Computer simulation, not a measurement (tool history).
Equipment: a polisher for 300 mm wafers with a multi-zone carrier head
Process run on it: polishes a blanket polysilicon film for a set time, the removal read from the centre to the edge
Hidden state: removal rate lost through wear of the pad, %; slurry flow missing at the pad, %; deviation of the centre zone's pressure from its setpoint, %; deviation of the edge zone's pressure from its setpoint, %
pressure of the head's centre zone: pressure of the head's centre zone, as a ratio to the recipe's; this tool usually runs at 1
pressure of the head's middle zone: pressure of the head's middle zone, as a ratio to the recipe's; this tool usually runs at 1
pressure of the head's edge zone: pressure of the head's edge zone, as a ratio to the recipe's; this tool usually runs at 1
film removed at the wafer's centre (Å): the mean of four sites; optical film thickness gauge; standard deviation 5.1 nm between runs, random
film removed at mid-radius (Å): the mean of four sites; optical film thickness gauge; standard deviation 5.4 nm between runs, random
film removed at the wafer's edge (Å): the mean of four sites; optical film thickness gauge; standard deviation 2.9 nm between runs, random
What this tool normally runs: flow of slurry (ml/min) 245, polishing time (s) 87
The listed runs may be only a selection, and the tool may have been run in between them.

run	hour	flow of slurry (ml/min)	pressure of the head's centre zone	pressure of the head's middle zone	pressure of the head's edge zone	polishing time (s)	wafers since the last listed run	wafers polished on this pad	hours since the slurry nozzle was cleaned	hours since the centre zone pressure was calibrated	hours since the edge zone pressure was calibrated	hours since the carrier head's membrane was replaced	incoming thickness of the incoming film, nm	film removed at the wafer's centre (Å)	film removed at mid-radius (Å)	film removed at the wafer's edge (Å)
1	0	245	1	1	1	87	0	3442	360.2	236.5	558.2	1225.7	1489.6	5159	4715	4826
2	52.6	245	1	1	0.95	87	380	3822	412.8	289.1	610.8	1278.3	1496.7	5187	4558	4712
# hour 57.4: worn pad replaced by a new one
3	137.2	245	1	1	0.95	87	582	576	497.4	373.7	695.4	1362.9	1524.6	5217	4619	4684
# hour 140.5: centre zone pressure recalibrated, repeated, since the last time left the tool worse
4	175.7	245	1	1	0.95	87	263	840	535.9	35.2	733.9	1401.4	1494.3	4660	4633	4752
# hour 243.6: slurry nozzle cleaned
5	251.2	245	0.95	1	1	87	538	1378	7.6	110.7	809.4	1476.9	1503.6	4332	4559	4830
6	307.1	245	0.95	1	1	87	403	1782	63.5	166.6	865.3	1532.8	1499.3	4466	4594	4833
7	411.5	245	0.95	1	1	87	754	2537	167.9	271	969.7	1637.2	1504.9	4470	4623	4755
8	511.8	245	1	1	1	87	724	3262	268.2	371.3	1070	1737.5	1501.6	4689	4763	4785
# hour 561.3: worn pad replaced by a new one
9	618.1	315	1	1	1.1	62	739	410	374.5	477.6	1176.3	1843.8	1519.1	3484	3363	3669
10	669	245	1	1.11	1	87	367	778	425.4	528.5	1227.2	1894.7	1507.6	4923	5149	4825
# hour 696.7: carrier head's membrane replaced by a new one
11	716.4	245	1	0.91	0.96	87	306	1084	472.8	575.9	1274.6	19.7	1499.5	4832	4262	4738
# hour 723.5: centre zone pressure recalibrated
12	811.4	285	1	1.11	1.07	87	672	1756	567.8	87.9	1369.6	114.7	1509.6	4785	5163	4956
# hour 894.5: slurry nozzle cleaned
13	910.5	195	1	1.04	1.11	106	708	2465	16	187	1468.7	213.8	1468.4	5535	5854	6103
# hour 968: edge zone pressure recalibrated
14	977.7	245	0.95	1	1	75	471	2936	83.2	254.2	9.7	281	1489.1	3872	4023	4158
15	1076.5	245	1	0.92	1	73	714	3650	182	353	108.5	379.8	1510.1	4051	3644	4075
# hour 1083.6: worn pad replaced by a new one
16	1116.6	245	1	1	0.92	87	260	238	222.1	393.1	148.6	419.9	1495.1	4723	4682	4567
# hour 1208.7: centre zone pressure recalibrated
17	1214.6	180	1.09	1.08	1	87	693	932	320.1	5.9	246.6	517.9	1515.2	4846	4848	4728
18	1305.4	245	0.95	1	1	87	656	1588	410.9	96.7	337.4	608.7	1506.2	4349	4690	4823
19	1348	325	1	1	1	87	307	1896	453.5	139.3	380	651.3	1485.5	4819	4815	4859
20	1409.1	245	1	0.91	1	87	441	2338	514.6	200.4	441.1	712.4	1515.2	4605	4359	4837
21	1492.5	270	0.91	1.05	1.08	87	602	2940	598	283.8	524.5	795.8	1480.7	4311	4929	5009
# hour 1495.8: slurry nozzle cleaned
# hour 1671.4: worn pad replaced by a new one
# hour 1708.8: centre zone pressure recalibrated
22	1750	190	0.95	1	0.97	101	1810	553	254.2	41.2	782	1053.3	1502.5	4929	5301	5437
23	1811	245	1	1	1	87	440	994	315.2	102.2	843	1114.3	1525.2	4574	4671	4742

List, for all runs, the conditions of the tool that the log does not record:
removal rate lost through wear of the pad, %: 0 on each run
slurry flow missing at the pad, %: 0 on each run
deviation of the edge zone's pressure from its setpoint, %: 0 on each run
H1: deviation of the centre zone's pressure from its setpoint, %
run	H1
1	13.8
2	14.5
3	15.7
4	-0.318
5	0.727
6	1.5
7	2.94
8	4.33
9	5.8
10	6.51
11	7.16
12	1.58
13	2.95
14	3.88
15	5.25
16	5.8
17	0.606
18	1.86
19	2.45
20	3.3
21	4.45
22	-0.768
23	0.0763
